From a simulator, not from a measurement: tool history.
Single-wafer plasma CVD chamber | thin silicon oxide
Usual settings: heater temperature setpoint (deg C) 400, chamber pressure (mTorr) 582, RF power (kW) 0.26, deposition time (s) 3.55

run	hour	heater temperature setpoint (deg C)	chamber pressure (mTorr)	RF power (kW)	deposition time (s)	read-back reference wafer on the same gauge, thickness_nm	mean film thickness on the monitor wafer (nm)
1	0	400	582	0.26	3.55	3.891	4.705
2	18	400	582	0.26	3.55	3.887	4.692
3	39.9	400	582	0.26	3.55	3.879	4.645
4	72.6	400	582	0.26	3.55	3.88	4.675
5	91.4	400	582	0.245	3.55	3.872	4.513
6	141.5	400	582	0.245	3.55	3.873	4.526
7	160.3	389	582	0.26	3.09	3.865	4.084
# hour 189.7: RF generator calibrated
8	190.2	389	582	0.26	3.09	3.861	4.083
9	203.4	400	521	0.26	3.55	3.858	4.126
# hour 232.3: thermocouple changed; heater temperature recalibrated
10	233.5	400	521	0.26	3.55	3.861	4.156
11	261	400	582	0.26	3.55	3.856	4.642
12	292.9	400	582	0.26	3.55	3.852	4.58
13	307.2	405	545	0.225	3.32	3.853	3.733
14	341.7	400	582	0.26	3.55	3.852	4.621
# hour 361.6: capacitance manometer re-zeroed and calibrated
15	364	400	582	0.26	3.55	3.852	4.595
16	396.1	391	450	0.295	3.3	3.851	3.532
17	417.5	387	476	0.285	3.55	3.856	4.005
# hour 436.3: showerhead replaced
18	436.8	400	582	0.24	3.24	3.856	4.035
# hour 444.6: gauge calibrated
19	460.8	410	582	0.31	3.55	3.933	5.102
20	480.7	400	582	0.215	3.55	3.93	4.249
21	515.7	400	582	0.26	2.93	3.915	3.908
22	545	400	582	0.26	3.97	3.905	5.191
23	561	400	582	0.26	3.55	3.896	4.71
24	578.4	400	582	0.26	3.55	3.9	4.702

5 options for the next run, each taken on its own from the tool as it stands now. Forecast them:
A	578.8	400	522	0.26	3.55	?	?
B	578.8	404	640	0.22	4.03	?	?
C	578.8	400	725	0.285	3.08	?	?
D	578.8	400	448	0.26	3.55	?	?
E	578.8	400	582	0.3	4.22	?	?

run	read-back reference wafer on the same gauge, thickness_nm	mean film thickness on the monitor wafer (nm)
A	3.896	4.224
B	3.896	5.354
C	3.896	5.322
D	3.896	3.615
E	3.896	6.014
With no hidden state in the tool, these same runs would have given:
run	mean film thickness on the monitor wafer (nm)
A	4.271
B	5.414
C	5.382
D	3.656
E	6.082
